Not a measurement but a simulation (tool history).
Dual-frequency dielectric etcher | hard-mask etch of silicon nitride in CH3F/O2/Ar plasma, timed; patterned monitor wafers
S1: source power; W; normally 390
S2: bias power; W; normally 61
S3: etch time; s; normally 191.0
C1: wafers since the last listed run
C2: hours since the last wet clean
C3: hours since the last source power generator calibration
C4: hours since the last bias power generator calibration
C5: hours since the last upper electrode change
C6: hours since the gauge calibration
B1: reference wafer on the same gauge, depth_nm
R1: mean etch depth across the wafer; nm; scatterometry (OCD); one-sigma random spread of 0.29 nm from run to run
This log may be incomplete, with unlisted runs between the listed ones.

| run | hour | S1 | S2 | S3 | C1 | C2 | C3 | C4 | C5 | C6 | B1 | R1 |
|---|---|---|---|---|---|---|---|---|---|---|---|---|
| 1 | 0.0 | 390 | 61 | 191.0 | 0 | 45.4 | 1068.2 | 766.2 | 2262.1 | 597.5 | 126.0 | 128.4 |
| 2 | 46.4 | 390 | 61 | 191.0 | 229 | 91.8 | 1114.6 | 812.6 | 2308.5 | 643.9 | 126.0 | 128.4 |
| 3 | 92.4 | 390 | 61 | 167.5 | 227 | 137.8 | 1160.6 | 858.6 | 2354.5 | 689.9 | 125.9 | 112.9 |
| 4 | 149.9 | 390 | 61 | 167.5 | 284 | 195.3 | 1218.1 | 916.1 | 2412.0 | 747.4 | 126.1 | 112.6 |
| 5 | 188.2 | 390 | 64 | 191.0 | 189 | 233.6 | 1256.4 | 954.4 | 2450.3 | 785.7 | 125.9 | 129.9 |
| 6 | 254.8 | 390 | 61 | 191.0 | 329 | 300.2 | 1323.0 | 1021.0 | 2516.9 | 852.3 | 126.1 | 128.3 |
| 7 | 282.0 | 390 | 61 | 191.0 | 134 | 327.4 | 1350.2 | 1048.2 | 2544.1 | 879.5 | 126.0 | 128.1 |
|  | 295.1 | source power generator calibrated |
| 8 | 345.8 | 390 | 61 | 191.0 | 295 | 391.2 | 50.7 | 1112.0 | 2607.9 | 943.3 | 126.0 | 128.2 |
| 9 | 381.0 | 390 | 61 | 191.0 | 174 | 426.4 | 85.9 | 1147.2 | 2643.1 | 978.5 | 126.0 | 128.3 |
|  | 419.2 | wet clean of the chamber |
| 10 | 432.8 | 390 | 61 | 191.0 | 137 | 13.6 | 137.7 | 1199.0 | 2694.9 | 1030.3 | 126.0 | 128.1 |
| 11 | 476.3 | 390 | 61 | 205.5 | 215 | 57.1 | 181.2 | 1242.5 | 2738.4 | 1073.8 | 125.9 | 138.4 |
| 12 | 533.3 | 390 | 61 | 191.0 | 281 | 114.1 | 238.2 | 1299.5 | 2795.4 | 1130.8 | 126.0 | 128.8 |
| 13 | 588.8 | 390 | 53 | 165.0 | 274 | 169.6 | 293.7 | 1355.0 | 2850.9 | 1186.3 | 125.9 | 106.1 |
|  | 641.4 | bias power generator calibrated |
|  | 663.5 | gauge calibrated |
|  | 667.1 | upper electrode replaced |
| 14 | 667.6 | 390 | 61 | 157.5 | 251 | 248.4 | 372.5 | 26.2 | 0.5 | 4.1 | 126.1 | 106.7 |
| 15 | 691.4 | 390 | 61 | 191.0 | 117 | 272.2 | 396.3 | 50.0 | 24.3 | 27.9 | 126.1 | 129.5 |
| 16 | 727.7 | 390 | 61 | 191.0 | 179 | 308.5 | 432.6 | 86.3 | 60.6 | 64.2 | 126.0 | 128.9 |
| 17 | 779.2 | 460 | 61 | 191.0 | 254 | 360.0 | 484.1 | 137.8 | 112.1 | 115.7 | 126.1 | 135.1 |
|  | 824.1 | wet clean of the chamber |
| 18 | 824.6 | 320 | 56 | 209.0 | 105 | 0.5 | 529.5 | 183.2 | 157.5 | 161.1 | 125.9 | 129.9 |
| 19 | 852.8 | 390 | 68 | 191.0 | 139 | 28.7 | 557.7 | 211.4 | 185.7 | 189.3 | 125.9 | 133.9 |
| 20 | 917.7 | 490 | 61 | 191.0 | 321 | 93.6 | 622.6 | 276.3 | 250.6 | 254.2 | 126.0 | 138.0 |
| 21 | 970.7 | 390 | 56 | 136.0 | 262 | 146.6 | 675.6 | 329.3 | 303.6 | 307.2 | 126.0 | 89.6 |
| 22 | 1010.8 | 390 | 61 | 191.0 | 198 | 186.7 | 715.7 | 369.4 | 343.7 | 347.3 | 126.0 | 128.9 |
| 23 | 1070.8 | 390 | 61 | 166.0 | 296 | 246.7 | 775.7 | 429.4 | 403.7 | 407.3 | 126.2 | 111.9 |
| 24 | 1131.8 | 390 | 61 | 223.5 | 301 | 307.7 | 836.7 | 490.4 | 464.7 | 468.3 | 126.0 | 150.8 |
| 25 | 1158.3 | 300 | 71 | 172.0 | 131 | 334.2 | 863.2 | 516.9 | 491.2 | 494.8 | 126.0 | 113.6 |
| 26 | 1205.3 | 390 | 70 | 191.0 | 232 | 381.2 | 910.2 | 563.9 | 538.2 | 541.8 | 126.0 | 134.4 |
| 27 | 1237.4 | 390 | 61 | 220.5 | 158 | 413.3 | 942.3 | 596.0 | 570.3 | 573.9 | 125.9 | 148.6 |
| 28 | 1275.8 | 390 | 48 | 145.5 | 189 | 451.7 | 980.7 | 634.4 | 608.7 | 612.3 | 126.0 | 90.9 |
|  | 1310.0 | wet clean of the chamber |
| 29 | 1325.5 | 390 | 61 | 191.0 | 127 | 15.5 | 1030.4 | 684.1 | 658.4 | 662.0 | 126.1 | 128.4 |

Each row is a separate what-if for the run after 29, all from the same tool condition, not one after another. Results?
| A | 1326.0 | 390 | 61 | 191.0 | 2 | 16.0 | 1030.9 | 684.6 | 658.9 | 662.5 | ? | ? |
| B | 1326.0 | 390 | 75 | 191.0 | 2 | 16.0 | 1030.9 | 684.6 | 658.9 | 662.5 | ? | ? |
| C | 1326.0 | 330 | 61 | 191.0 | 2 | 16.0 | 1030.9 | 684.6 | 658.9 | 662.5 | ? | ? |
| D | 1326.0 | 300 | 70 | 140.5 | 2 | 16.0 | 1030.9 | 684.6 | 658.9 | 662.5 | ? | ? |
| E | 1326.0 | 440 | 68 | 246.0 | 2 | 16.0 | 1030.9 | 684.6 | 658.9 | 662.5 | ? | ? |

| run | B1 | R1 |
|---|---|---|
| A | 125.9 | 128.5 |
| B | 125.9 | 137.3 |
| C | 125.9 | 122.8 |
| D | 125.9 | 92.1 |
| E | 125.9 | 177.3 |
Take away the tool's hidden state, keep each run's random variation, and the runs would have read:
| run | R1 |
|---|---|
| A | 129.3 |
| B | 138.2 |
| C | 123.6 |
| D | 92.7 |
| E | 178.3 |
